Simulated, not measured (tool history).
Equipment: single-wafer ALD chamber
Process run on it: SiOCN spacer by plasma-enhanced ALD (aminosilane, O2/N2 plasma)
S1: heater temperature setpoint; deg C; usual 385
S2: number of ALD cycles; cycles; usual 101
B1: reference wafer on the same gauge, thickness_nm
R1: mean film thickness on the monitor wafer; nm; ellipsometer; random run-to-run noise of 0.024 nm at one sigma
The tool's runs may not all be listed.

run 1 hour=0.0 | S1=380 S2=101 | B1=4.904 | R1=5.800
run 2 hour=67.3 | S1=385 S2=101 | B1=4.910 | R1=5.842
run 3 hour=135.3 | S1=385 S2=101 | B1=4.913 | R1=5.864
run 4 hour=223.4 | S1=385 S2=101 | B1=4.913 | R1=5.856
run 5 hour=321.7 | S1=385 S2=101 | B1=4.918 | R1=5.892
run 6 hour=361.2 | S1=381 S2=101 | B1=4.926 | R1=5.853
run 7 hour=440.9 | S1=381 S2=101 | B1=4.928 | R1=5.900
run 8 hour=530.9 | S1=385 S2=101 | B1=4.932 | R1=5.902
run 9 hour=600.5 | S1=394 S2=101 | B1=4.938 | R1=5.927
run 10 hour=813.5 | S1=377 S2=101 | B1=4.951 | R1=5.903
run 11 hour=875.0 | S1=377 S2=101 | B1=4.954 | R1=5.937
run 12 hour=971.2 | S1=377 S2=101 | B1=4.960 | R1=5.914
run 13 hour=1077.8 | S1=385 S2=101 | B1=4.965 | R1=5.930
run 14 hour=1118.7 | S1=376 S2=101 | B1=4.966 | R1=5.959
run 15 hour=1155.7 | S1=388 S2=101 | B1=4.966 | R1=5.932
run 16 hour=1226.4 | S1=388 S2=101 | B1=4.974 | R1=5.941
run 17 hour=1285.0 | S1=388 S2=101 | B1=4.981 | R1=5.968
run 18 hour=1376.1 | S1=385 S2=101 | B1=4.979 | R1=5.951
run 19 hour=1450.9 | S1=385 S2=92 | B1=4.984 | R1=5.433
-- hour=1494.6 gauge calibrated
run 20 hour=1517.7 | S1=385 S2=92 | B1=4.821 | R1=5.249
run 21 hour=1610.5 | S1=385 S2=92 | B1=4.829 | R1=5.238
run 22 hour=1655.5 | S1=385 S2=94 | B1=4.830 | R1=5.381
run 23 hour=1711.5 | S1=385 S2=101 | B1=4.836 | R1=5.751
run 24 hour=1776.3 | S1=378 S2=84 | B1=4.837 | R1=4.832
run 25 hour=1859.4 | S1=393 S2=101 | B1=4.841 | R1=5.766
run 26 hour=1959.5 | S1=385 S2=101 | B1=4.850 | R1=5.751
run 27 hour=2006.8 | S1=385 S2=101 | B1=4.851 | R1=5.794
run 28 hour=2091.3 | S1=385 S2=86 | B1=4.852 | R1=4.937
run 29 hour=2190.6 | S1=389 S2=112 | B1=4.862 | R1=6.446
-- hour=2218.7 thermocouple changed; heater temperature recalibrated
run 30 hour=2262.2 | S1=371 S2=95 | B1=4.866 | R1=5.461
run 31 hour=2305.6 | S1=372 S2=101 | B1=4.869 | R1=5.839
run 32 hour=2365.5 | S1=377 S2=101 | B1=4.871 | R1=5.882
run 33 hour=2416.0 | S1=385 S2=94 | B1=4.875 | R1=5.397
run 34 hour=2467.6 | S1=385 S2=107 | B1=4.881 | R1=6.161
run 35 hour=2550.4 | S1=380 S2=88 | B1=4.882 | R1=5.043
run 36 hour=2752.6 | S1=385 S2=86 | B1=4.888 | R1=4.990
run 37 hour=2835.9 | S1=391 S2=109 | B1=4.898 | R1=6.314
run 38 hour=2883.7 | S1=381 S2=111 | B1=4.902 | R1=6.446
run 39 hour=2919.8 | S1=385 S2=101 | B1=4.907 | R1=5.855
run 40 hour=2967.8 | S1=397 S2=121 | B1=4.906 | R1=7.017
run 41 hour=3057.2 | S1=385 S2=83 | B1=4.910 | R1=4.834
run 42 hour=3152.3 | S1=385 S2=101 | B1=4.914 | R1=5.869
run 43 hour=3244.5 | S1=395 S2=84 | B1=4.926 | R1=4.889

List, for all runs, the conditions of the tool that the log does not record:
wafer temperature above the value expected at the setpoint (K): 0 on each run
H1: gauge reads high (%)
run=1 H1=1.7
run=2 H1=1.78
run=3 H1=1.86
run=4 H1=1.96
run=5 H1=2.08
run=6 H1=2.13
run=7 H1=2.22
run=8 H1=2.33
run=9 H1=2.41
run=10 H1=2.66
run=11 H1=2.74
run=12 H1=2.85
run=13 H1=2.98
run=14 H1=3.03
run=15 H1=3.07
run=16 H1=3.16
run=17 H1=3.23
run=18 H1=3.34
run=19 H1=3.42
run=20 H1=0.0605
run=21 H1=0.171
run=22 H1=0.225
run=23 H1=0.291
run=24 H1=0.369
run=25 H1=0.468
run=26 H1=0.587
run=27 H1=0.643
run=28 H1=0.744
run=29 H1=0.862
run=30 H1=0.947
run=31 H1=0.999
run=32 H1=1.07
run=33 H1=1.13
run=34 H1=1.19
run=35 H1=1.29
run=36 H1=1.53
run=37 H1=1.63
run=38 H1=1.69
run=39 H1=1.73
run=40 H1=1.79
run=41 H1=1.89
run=42 H1=2.01
run=43 H1=2.12
